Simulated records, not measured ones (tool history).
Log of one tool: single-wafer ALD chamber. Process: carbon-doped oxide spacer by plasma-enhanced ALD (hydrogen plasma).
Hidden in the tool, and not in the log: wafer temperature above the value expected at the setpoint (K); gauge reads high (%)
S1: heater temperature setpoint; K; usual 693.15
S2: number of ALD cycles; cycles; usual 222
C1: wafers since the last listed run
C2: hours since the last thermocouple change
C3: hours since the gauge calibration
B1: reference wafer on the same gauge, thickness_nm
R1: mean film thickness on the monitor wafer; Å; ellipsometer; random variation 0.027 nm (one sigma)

Run 1, hour 0.0: usual settings; C1 0; C2 943.7; C3 182.9; B1 10.201. Result: R1 107.87 Å.
Run 2, hour 12.9: usual settings; C1 15; C2 956.6; C3 195.8; B1 10.197. Result: R1 107.40 Å.
At hour 23.3: gauge calibrated.
Run 3, hour 25.1: usual settings; C1 14; C2 968.8; C3 1.8; B1 10.202. Result: R1 107.59 Å.
Run 4, hour 39.2: usual settings but S2 243 cycles; C1 16; C2 982.9; C3 15.9; B1 10.201. Result: R1 118.20 Å.
Run 5, hour 46.0: usual settings but S2 243 cycles; C1 7; C2 989.7; C3 22.7; B1 10.201. Result: R1 117.88 Å.
Run 6, hour 87.6: usual settings; C1 48; C2 1031.3; C3 64.3; B1 10.198. Result: R1 107.39 Å.
Run 7, hour 128.3: usual settings; C1 47; C2 1072.0; C3 105.0; B1 10.195. Result: R1 107.79 Å.
At hour 140.6: thermocouple changed; heater temperature recalibrated.
Run 8, hour 141.1: usual settings; C1 5; C2 0.5; C3 117.8; B1 10.200. Result: R1 107.97 Å.
Run 9, hour 143.7: usual settings but S1 701.15 K; C1 3; C2 3.1; C3 120.4; B1 10.206. Result: R1 105.12 Å.
Run 10, hour 153.3: usual settings but S1 701.15 K; C1 11; C2 12.7; C3 130.0; B1 10.202. Result: R1 105.54 Å.
Run 11, hour 161.2: usual settings but S1 701.15 K; C1 9; C2 20.6; C3 137.9; B1 10.197. Result: R1 105.44 Å.
Run 12, hour 172.7: usual settings; C1 13; C2 32.1; C3 149.4; B1 10.198. Result: R1 107.74 Å.
Run 13, hour 178.9: usual settings; C1 7; C2 38.3; C3 155.6; B1 10.204. Result: R1 107.80 Å.
Run 14, hour 189.3: usual settings; C1 12; C2 48.7; C3 166.0; B1 10.199. Result: R1 107.99 Å.
Run 15, hour 206.2: usual settings but S1 679.15 K, S2 191 cycles; C1 19; C2 65.6; C3 182.9; B1 10.201. Result: R1 96.21 Å.
Run 16, hour 219.8: usual settings but S2 264 cycles; C1 15; C2 79.2; C3 196.5; B1 10.198. Result: R1 128.08 Å.
Run 17, hour 226.1: usual settings but S1 679.15 K, S2 258 cycles; C1 7; C2 85.5; C3 202.8; B1 10.202. Result: R1 129.72 Å.
Run 18, hour 235.1: usual settings; C1 10; C2 94.5; C3 211.8; B1 10.203. Result: R1 107.90 Å.
At hour 237.4: gauge calibrated.
Run 19, hour 243.5: usual settings but S1 704.15 K, S2 236 cycles; C1 9; C2 102.9; C3 6.1; B1 10.203. Result: R1 110.80 Å.
Run 20, hour 252.2: usual settings but S1 703.15 K, S2 264 cycles; C1 10; C2 111.6; C3 14.8; B1 10.204. Result: R1 124.55 Å.
Run 21, hour 267.8: usual settings; C1 18; C2 127.2; C3 30.4; B1 10.196. Result: R1 108.00 Å.
Run 22, hour 278.0: usual settings; C1 11; C2 137.4; C3 40.6; B1 10.204. Result: R1 107.31 Å.
Run 23, hour 286.5: usual settings but S2 178 cycles; C1 9; C2 145.9; C3 49.1; B1 10.197. Result: R1 86.18 Å.
Run 24, hour 297.9: usual settings; C1 13; C2 157.3; C3 60.5; B1 10.199. Result: R1 107.38 Å.
Run 25, hour 312.2: usual settings but S1 687.15 K, S2 192 cycles; C1 16; C2 171.6; C3 74.8; B1 10.200. Result: R1 94.41 Å.
Run 26, hour 326.6: usual settings but S1 704.15 K, S2 241 cycles; C1 16; C2 186.0; C3 89.2; B1 10.199. Result: R1 113.26 Å.
Run 27, hour 339.4: usual settings but S2 185 cycles; C1 14; C2 198.8; C3 102.0; B1 10.200. Result: R1 89.77 Å.
Run 28, hour 348.6: usual settings; C1 10; C2 208.0; C3 111.2; B1 10.196. Result: R1 107.94 Å.

3 ways to go on from here, each from the tool as it stands after run 28. What would each give?
Run A, hour 349.3: usual settings but S1 706.15 K; C1 0; C2 208.7; C3 111.9; B1 ?. Result: R1 ?.
Run B, hour 349.3: usual settings but S1 689.15 K, S2 238 cycles; C1 0; C2 208.7; C3 111.9; B1 ?. Result: R1 ?.
Run C, hour 349.3: usual settings but S2 184 cycles; C1 0; C2 208.7; C3 111.9; B1 ?. Result: R1 ?.

run      B1      R1
  A  10.199  103.44
  B  10.199  116.39
  C  10.199   88.99
Without the tool's hidden state the same runs would have given:
run      R1
  A  103.44
  B  116.39
  C   88.99
